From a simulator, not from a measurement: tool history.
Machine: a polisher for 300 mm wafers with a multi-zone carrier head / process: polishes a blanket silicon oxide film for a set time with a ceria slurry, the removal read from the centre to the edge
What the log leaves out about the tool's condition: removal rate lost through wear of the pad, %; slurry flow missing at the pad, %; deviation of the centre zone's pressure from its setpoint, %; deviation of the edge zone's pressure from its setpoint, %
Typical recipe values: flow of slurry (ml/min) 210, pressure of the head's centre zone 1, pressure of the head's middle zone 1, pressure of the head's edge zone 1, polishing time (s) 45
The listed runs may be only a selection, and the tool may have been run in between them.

run   hour  flow of slurry (ml/min)  pressure of the head's centre zone  pressure of the head's middle zone  pressure of the head's edge zone  polishing time (s)  wafers since the last listed run  wafers polished on this pad  hours since the slurry nozzle was cleaned  hours since the centre zone pressure was calibrated  hours since the edge zone pressure was calibrated  hours since the carrier head's membrane was replaced  incoming thickness of the incoming film, nm  film removed at the wafer's centre (angstrom)  film removed at mid-radius (angstrom)  film removed at the wafer's edge (angstrom)
  1      0                      210                                   1                                   1                                 1                  45                                 0                          820                                      718.6                                                582.7                                              959.2                                                1263.1                                       1792.8                                            938                                    934                                          939
  2   21.9                      210                                 0.9                                   1                                 1                  45                               235                         1055                                      740.5                                                604.6                                              981.1                                                  1285                                       1768.1                                            826                                    925                                          937
  3   51.1                      210                                   1                                0.97                              1.06                  45                               313                         1368                                      769.7                                                633.8                                             1010.3                                                1314.2                                         1813                                            899                                    883                                          918
  4   80.1                      210                                   1                                   1                                 1                  45                               311                         1680                                      798.7                                                662.8                                             1039.3                                                1343.2                                       1802.2                                            871                                    891                                          871
        99  -- worn pad replaced by a new one
  5  107.3                      210                                   1                                0.97                                 1                  49                               249                           88                                      825.9                                                  690                                             1066.5                                                1370.4                                       1815.9                                           1034                                   1015                                         1025
     121.7  -- slurry nozzle cleaned
  6  133.2                      210                                   1                                0.97                                 1                  49                               267                          356                                       11.5                                                715.9                                             1092.4                                                1396.3                                       1832.9                                           1109                                   1060                                         1065
  7  145.8                      165                                   1                                   1                                 1                  45                               135                          491                                       24.1                                                728.5                                               1105                                                1408.9                                         1812                                            954                                    973                                          958
  8  170.7                      165                                   1                                   1                                 1                  45                               267                          758                                         49                                                753.4                                             1129.9                                                1433.8                                       1803.2                                            957                                    960                                          935
  9    201                      210                                   1                                1.09                              1.12                  45                               325                         1083                                       79.3                                                783.7                                             1160.2                                                1464.1                                       1778.7                                            956                                   1041                                         1012
     206.9  -- edge zone pressure recalibrated
 10  216.2                      210                                   1                                   1                              1.08                  45                               141                         1225                                       94.5                                                798.9                                                9.3                                                1479.3                                       1824.4                                            943                                    951                                          967
 11  244.9                      210                                   1                                   1                                 1                  45                               308                         1533                                      123.2                                                827.6                                                 38                                                  1508                                       1776.4                                            931                                    927                                          915
 12  263.3                      230                                   1                                1.07                              0.95                  57                               197                         1731                                      141.6                                                  846                                               56.4                                                1526.4                                       1790.3                                           1157                                   1232                                         1123
     281.8  -- worn pad replaced by a new one
 13    284                      210                                   1                                   1                               1.1                  60                               179                           23                                      162.3                                                866.7                                               77.1                                                1547.1                                       1826.2                                           1336                                   1325                                         1347
 14  304.4                      210                                1.03                                   1                              1.06                  45                               218                          242                                      182.7                                                887.1                                               97.5                                                1567.5                                       1815.1                                           1030                                    988                                         1008
 15    331                      210                                1.09                                   1                                 1                  39                               285                          528                                      209.3                                                913.7                                              124.1                                                1594.1                                       1812.7                                            946                                    856                                          845
 16  346.1                      210                                0.89                                0.88                              1.11                  50                               162                          690                                      224.4                                                928.8                                              139.2                                                1609.2                                         1810                                            971                                    985                                         1129
 17  379.6                      180                                   1                                   1                                 1                  45                               359                         1049                                      257.9                                                962.3                                              172.7                                                1642.7                                       1832.1                                            942                                    955                                          940
 18  394.7                      255                                   1                                   1                              1.06                  45                               162                         1212                                        273                                                977.4                                              187.8                                                1657.8                                       1819.8                                            975                                    977                                          970
     459.3  -- worn pad replaced by a new one
       476  -- carrier head's membrane replaced by a new one
     484.4  -- centre zone pressure recalibrated
 19  497.8                      150                                   1                                   1                                 1                  36                               988                          338                                      376.1                                                 13.4                                              290.9                                                  21.8                                       1821.7                                            740                                    749                                          754
 20  525.5                      210                                   1                                   1                                 1                  45                               297                          635                                      403.8                                                 41.1                                              318.6                                                  49.5                                       1807.3                                            978                                    970                                          954
     615.2  -- worn pad replaced by a new one
 21  615.7                      170                                   1                                0.97                                 1                  45                               925                            5                                        494                                                131.3                                              408.8                                                 139.7                                       1808.5                                            944                                    934                                          955
 22  648.6                      210                                   1                                0.97                              1.06                  45                               353                          358                                      526.9                                                164.2                                              441.7                                                 172.6                                         1785                                            967                                    940                                          998
 23    662                      210                                   1                                0.97                              1.06                  45                               143                          502                                      540.3                                                177.6                                              455.1                                                   186                                       1808.2                                            962                                    950                                          988

Forecast each of these 3 alternatives for the next run:
  A  662.4                      145                                   1                                   1                                 1                  45                                 4                          507                                      540.7                                                  178                                              455.5                                                 186.4                                       1814.7                                              ?                                      ?                                            ?
  B  662.4                      145                                1.06                                   1                                 1                  38                                 4                          507                                      540.7                                                  178                                              455.5                                                 186.4                                       1814.7                                              ?                                      ?                                            ?
  C  662.4                      175                                   1                                   1                                 1                  31                                 4                          507                                      540.7                                                  178                                              455.5                                                 186.4                                       1814.7                                              ?                                      ?                                            ?

run  film removed at the wafer's centre (angstrom)  film removed at mid-radius (angstrom)  film removed at the wafer's edge (angstrom)
  A                                            905                                    927                                          937
  B                                            811                                    783                                          791
  C                                            645                                    658                                          659
Had the tool no hidden state, the same runs would have come out as:
run  film removed at the wafer's centre (angstrom)  film removed at mid-radius (angstrom)  film removed at the wafer's edge (angstrom)
  A                                            959                                    977                                          975
  B                                            859                                    825                                          823
  C                                            679                                    689                                          684

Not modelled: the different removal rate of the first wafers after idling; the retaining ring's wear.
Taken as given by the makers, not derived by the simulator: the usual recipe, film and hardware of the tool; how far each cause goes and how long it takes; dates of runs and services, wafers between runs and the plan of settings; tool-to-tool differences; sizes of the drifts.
